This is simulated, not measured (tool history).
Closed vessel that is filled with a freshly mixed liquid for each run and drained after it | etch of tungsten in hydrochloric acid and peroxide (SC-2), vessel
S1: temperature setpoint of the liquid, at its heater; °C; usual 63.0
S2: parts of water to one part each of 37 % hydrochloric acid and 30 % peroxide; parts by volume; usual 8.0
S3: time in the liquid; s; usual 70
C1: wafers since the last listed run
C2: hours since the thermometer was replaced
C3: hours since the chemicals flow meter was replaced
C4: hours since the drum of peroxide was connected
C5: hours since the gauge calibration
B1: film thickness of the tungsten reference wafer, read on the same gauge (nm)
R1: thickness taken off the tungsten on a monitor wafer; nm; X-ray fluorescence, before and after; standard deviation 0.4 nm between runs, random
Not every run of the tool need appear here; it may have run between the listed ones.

| run | hour | S1 | S2 | S3 | C1 | C2 | C3 | C4 | C5 | B1 | R1 |
|---|---|---|---|---|---|---|---|---|---|---|---|
| 1 | 0.0 | 63.0 | 8.0 | 50 | 0 | 1477.9 | 1497.8 | 1243.9 | 3550.0 | 140.01 | 34.93 |
| 2 | 87.3 | 63.0 | 8.0 | 50 | 6066 | 1565.2 | 1585.1 | 1331.2 | 3637.3 | 139.97 | 34.86 |
| 3 | 172.6 | 55.5 | 8.0 | 70 | 5927 | 1650.5 | 1670.4 | 1416.5 | 3722.6 | 139.96 | 31.02 |
|  | 174.6 | new drum of peroxide connected |
| 4 | 258.4 | 63.0 | 8.0 | 70 | 5892 | 1736.3 | 1756.2 | 83.8 | 3808.4 | 139.98 | 50.39 |
|  | 313.8 | gauge calibrated |
| 5 | 356.7 | 63.0 | 8.0 | 70 | 6830 | 1834.6 | 1854.5 | 182.1 | 42.9 | 140.05 | 49.78 |
| 6 | 437.9 | 63.0 | 8.0 | 70 | 5642 | 1915.8 | 1935.7 | 263.3 | 124.1 | 140.03 | 50.73 |
| 7 | 499.4 | 63.0 | 8.0 | 70 | 4273 | 1977.3 | 1997.2 | 324.8 | 185.6 | 140.02 | 50.29 |
| 8 | 569.5 | 63.0 | 8.0 | 70 | 4871 | 2047.4 | 2067.3 | 394.9 | 255.7 | 140.02 | 50.34 |
| 9 | 607.9 | 63.0 | 8.0 | 70 | 2668 | 2085.8 | 2105.7 | 433.3 | 294.1 | 140.01 | 50.28 |
|  | 611.2 | thermometer replaced |
| 10 | 698.3 | 63.0 | 8.0 | 70 | 6212 | 87.1 | 2196.1 | 523.7 | 384.5 | 139.97 | 45.47 |
| 11 | 764.0 | 63.0 | 8.0 | 70 | 4565 | 152.8 | 2261.8 | 589.4 | 450.2 | 140.07 | 45.88 |
| 12 | 863.8 | 54.0 | 12.0 | 45 | 6934 | 252.6 | 2361.6 | 689.2 | 550.0 | 140.02 | 11.73 |
| 13 | 935.0 | 57.0 | 6.0 | 35 | 4947 | 323.8 | 2432.8 | 760.4 | 621.2 | 139.98 | 19.63 |
| 14 | 1023.8 | 63.0 | 8.0 | 70 | 6170 | 412.6 | 2521.6 | 849.2 | 710.0 | 139.96 | 46.23 |
| 15 | 1106.4 | 69.0 | 8.0 | 70 | 5739 | 495.2 | 2604.2 | 931.8 | 792.6 | 140.01 | 67.04 |
| 16 | 1150.5 | 63.0 | 8.0 | 70 | 3064 | 539.3 | 2648.3 | 975.9 | 836.7 | 140.00 | 46.59 |
| 17 | 1230.5 | 63.0 | 8.0 | 70 | 5558 | 619.3 | 2728.3 | 1055.9 | 916.7 | 140.04 | 46.75 |
| 18 | 1271.0 | 63.0 | 10.0 | 70 | 2814 | 659.8 | 2768.8 | 1096.4 | 957.2 | 140.00 | 38.71 |
|  | 1339.9 | chemicals flow meter replaced |
| 19 | 1355.4 | 66.5 | 8.0 | 80 | 5795 | 744.2 | 15.5 | 1180.8 | 1041.6 | 139.97 | 66.01 |
| 20 | 1427.6 | 59.0 | 11.0 | 70 | 5016 | 816.4 | 87.7 | 1253.0 | 1113.8 | 140.00 | 28.46 |
|  | 1473.2 | new drum of peroxide connected |
| 21 | 1514.2 | 69.5 | 8.0 | 70 | 5948 | 903.0 | 174.3 | 41.0 | 1200.4 | 139.98 | 69.37 |
| 22 | 1586.3 | 65.5 | 6.5 | 85 | 5009 | 975.1 | 246.4 | 113.1 | 1272.5 | 139.94 | 81.14 |
| 23 | 1662.1 | 57.0 | 6.0 | 35 | 5267 | 1050.9 | 322.2 | 188.9 | 1348.3 | 140.02 | 20.50 |
| 24 | 1711.4 | 63.0 | 8.0 | 70 | 3425 | 1100.2 | 371.5 | 238.2 | 1397.6 | 140.00 | 48.74 |
| 25 | 1753.2 | 56.5 | 12.0 | 90 | 2904 | 1142.0 | 413.3 | 280.0 | 1439.4 | 140.00 | 29.23 |
| 26 | 1802.3 | 63.0 | 10.5 | 70 | 3411 | 1191.1 | 462.4 | 329.1 | 1488.5 | 140.04 | 38.93 |
| 27 | 1865.4 | 70.5 | 12.0 | 90 | 4384 | 1254.2 | 525.5 | 392.2 | 1551.6 | 139.96 | 69.97 |
| 28 | 1936.1 | 65.5 | 9.0 | 70 | 4912 | 1324.9 | 596.2 | 462.9 | 1622.3 | 140.02 | 51.36 |
| 29 | 2028.9 | 63.0 | 6.0 | 70 | 6448 | 1417.7 | 689.0 | 555.7 | 1715.1 | 139.97 | 61.23 |
| 30 | 2084.5 | 69.5 | 10.5 | 70 | 3863 | 1473.3 | 744.6 | 611.3 | 1770.7 | 140.01 | 57.64 |

Take each entry between the runs: how does the hidden state at the last listed run before it differ from the hidden state at the first listed run after it?
Between runs 3 and 4: new drum of peroxide connected (hour 174.6)
  liquid hotter than its thermometer reads (K): 1.65 -> 1.73
  measured value less the no-hidden-state value, R1: +3.11 -> +5.07 nm
Between runs 4 and 5: gauge calibrated (hour 313.8)
  liquid hotter than its thermometer reads (K): 1.73 -> 1.82
  measured value less the no-hidden-state value, R1: +5.07 -> +5.25 nm
Between runs 9 and 10: thermometer replaced (hour 611.2)
  liquid hotter than its thermometer reads (K): 2.06 -> 0.186
  measured value less the no-hidden-state value, R1: +5.96 -> +0.53 nm
Between runs 18 and 19: chemicals flow meter replaced (hour 1339.9)
  liquid hotter than its thermometer reads (K): 0.728 -> 0.808
  measured value less the no-hidden-state value, R1: +1.70 -> +3.14 nm
Between runs 20 and 21: new drum of peroxide connected (hour 1473.2)
  liquid hotter than its thermometer reads (K): 0.877 -> 0.959
  measured value less the no-hidden-state value, R1: +1.53 -> +3.83 nm
